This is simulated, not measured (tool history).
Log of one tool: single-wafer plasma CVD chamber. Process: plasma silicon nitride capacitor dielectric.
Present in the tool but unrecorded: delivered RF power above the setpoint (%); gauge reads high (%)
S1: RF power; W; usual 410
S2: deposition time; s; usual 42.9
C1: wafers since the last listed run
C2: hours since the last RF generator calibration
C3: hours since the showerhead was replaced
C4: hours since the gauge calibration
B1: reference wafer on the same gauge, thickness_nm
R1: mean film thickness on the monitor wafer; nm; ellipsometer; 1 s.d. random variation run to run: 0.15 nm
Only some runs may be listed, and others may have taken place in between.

run 1 hour=0.0 | S1=370 S2=42.9 | C1=0 C2=45.9 C3=1756.6 C4=960.9 | B1=43.099 | R1=52.612
run 2 hour=80.5 | S1=370 S2=42.9 | C1=920 C2=126.4 C3=1837.1 C4=1041.4 | B1=43.107 | R1=52.629
run 3 hour=148.4 | S1=370 S2=42.9 | C1=776 C2=194.3 C3=1905.0 C4=1109.3 | B1=43.149 | R1=52.514
run 4 hour=230.4 | S1=410 S2=42.9 | C1=937 C2=276.3 C3=1987.0 C4=1191.3 | B1=43.084 | R1=53.551
run 5 hour=275.7 | S1=410 S2=42.9 | C1=518 C2=321.6 C3=2032.3 C4=1236.6 | B1=43.126 | R1=53.611
run 6 hour=334.9 | S1=410 S2=42.9 | C1=677 C2=380.8 C3=2091.5 C4=1295.8 | B1=43.082 | R1=53.198
run 7 hour=402.3 | S1=410 S2=42.9 | C1=770 C2=448.2 C3=2158.9 C4=1363.2 | B1=43.092 | R1=53.419
run 8 hour=705.9 | S1=410 S2=42.9 | C1=3472 C2=751.8 C3=2462.5 C4=1666.8 | B1=43.070 | R1=53.021
run 9 hour=748.3 | S1=410 S2=42.9 | C1=484 C2=794.2 C3=2504.9 C4=1709.2 | B1=43.074 | R1=52.937
run 10 hour=835.1 | S1=410 S2=42.9 | C1=992 C2=881.0 C3=2591.7 C4=1796.0 | B1=43.125 | R1=52.554
run 11 hour=928.6 | S1=410 S2=36.5 | C1=1069 C2=974.5 C3=2685.2 C4=1889.5 | B1=43.103 | R1=44.801
-- hour=946.3 RF generator calibrated
run 12 hour=995.2 | S1=410 S2=36.5 | C1=670 C2=48.9 C3=2751.8 C4=1956.1 | B1=43.110 | R1=45.773
run 13 hour=1042.8 | S1=410 S2=42.9 | C1=544 C2=96.5 C3=2799.4 C4=2003.7 | B1=43.109 | R1=53.756
run 14 hour=1081.0 | S1=465 S2=36.2 | C1=436 C2=134.7 C3=2837.6 C4=2041.9 | B1=43.085 | R1=46.469
run 15 hour=1178.4 | S1=465 S2=36.2 | C1=1114 C2=232.1 C3=2935.0 C4=2139.3 | B1=43.084 | R1=46.549
-- hour=1223.1 gauge calibrated
run 16 hour=1265.6 | S1=465 S2=36.2 | C1=997 C2=319.3 C3=3022.2 C4=42.5 | B1=43.029 | R1=46.482
run 17 hour=1356.0 | S1=410 S2=42.9 | C1=1034 C2=409.7 C3=3112.6 C4=132.9 | B1=43.100 | R1=53.547
run 18 hour=1412.0 | S1=410 S2=42.9 | C1=640 C2=465.7 C3=3168.6 C4=188.9 | B1=43.128 | R1=53.481
run 19 hour=1467.3 | S1=410 S2=42.9 | C1=632 C2=521.0 C3=3223.9 C4=244.2 | B1=43.086 | R1=53.427
-- hour=1549.2 showerhead replaced
run 20 hour=1561.1 | S1=370 S2=51.3 | C1=981 C2=614.8 C3=11.9 C4=338.0 | B1=43.118 | R1=62.619
run 21 hour=1645.6 | S1=380 S2=45.3 | C1=966 C2=699.3 C3=96.4 C4=422.5 | B1=43.071 | R1=55.215
run 22 hour=1718.7 | S1=410 S2=42.9 | C1=836 C2=772.4 C3=169.5 C4=495.6 | B1=43.035 | R1=52.898
run 23 hour=1770.0 | S1=485 S2=42.9 | C1=586 C2=823.7 C3=220.8 C4=546.9 | B1=43.047 | R1=55.100
-- hour=1800.0 RF generator calibrated
run 24 hour=1806.0 | S1=410 S2=34.7 | C1=320 C2=6.0 C3=256.8 C4=582.9 | B1=43.123 | R1=43.332
run 25 hour=1867.9 | S1=410 S2=38.9 | C1=708 C2=67.9 C3=318.7 C4=644.8 | B1=43.075 | R1=48.660
run 26 hour=1928.7 | S1=355 S2=47.6 | C1=695 C2=128.7 C3=379.5 C4=705.6 | B1=43.070 | R1=57.768
run 27 hour=2016.6 | S1=410 S2=42.9 | C1=1005 C2=216.6 C3=467.4 C4=793.5 | B1=43.143 | R1=53.878
run 28 hour=2117.4 | S1=380 S2=36.0 | C1=1153 C2=317.4 C3=568.2 C4=894.3 | B1=43.124 | R1=44.207
run 29 hour=2174.4 | S1=380 S2=42.9 | C1=652 C2=374.4 C3=625.2 C4=951.3 | B1=43.102 | R1=52.776
run 30 hour=2264.3 | S1=380 S2=51.0 | C1=1028 C2=464.3 C3=715.1 C4=1041.2 | B1=43.086 | R1=62.668
run 31 hour=2332.1 | S1=345 S2=47.0 | C1=775 C2=532.1 C3=782.9 C4=1109.0 | B1=43.121 | R1=56.699
run 32 hour=2394.7 | S1=465 S2=36.2 | C1=716 C2=594.7 C3=845.5 C4=1171.6 | B1=43.107 | R1=46.346
run 33 hour=2439.6 | S1=455 S2=39.7 | C1=513 C2=639.6 C3=890.4 C4=1216.5 | B1=43.063 | R1=50.308
run 34 hour=2489.5 | S1=465 S2=36.2 | C1=570 C2=689.5 C3=940.3 C4=1266.4 | B1=43.113 | R1=46.154
run 35 hour=2576.7 | S1=360 S2=45.4 | C1=997 C2=776.7 C3=1027.5 C4=1353.6 | B1=43.087 | R1=54.671
run 36 hour=2666.2 | S1=410 S2=47.4 | C1=1023 C2=866.2 C3=1117.0 C4=1443.1 | B1=43.060 | R1=58.406

3 options for the next run, each taken on its own from the tool as it stands now. Forecast them:
run A hour=2666.6 | S1=345 S2=42.9 | C1=4 C2=866.6 C3=1117.4 C4=1443.5 | B1=? | R1=?
run B hour=2666.6 | S1=440 S2=35.5 | C1=4 C2=866.6 C3=1117.4 C4=1443.5 | B1=? | R1=?
run C hour=2666.6 | S1=410 S2=46.0 | C1=4 C2=866.6 C3=1117.4 C4=1443.5 | B1=? | R1=?

run=A B1=43.060 R1=51.224
run=B B1=43.060 R1=44.565
run=C B1=43.060 R1=56.890
Stripped of hidden state, with their random variation kept, the same runs would have yielded:
run=A R1=51.990
run=B R1=45.232
run=C R1=57.742
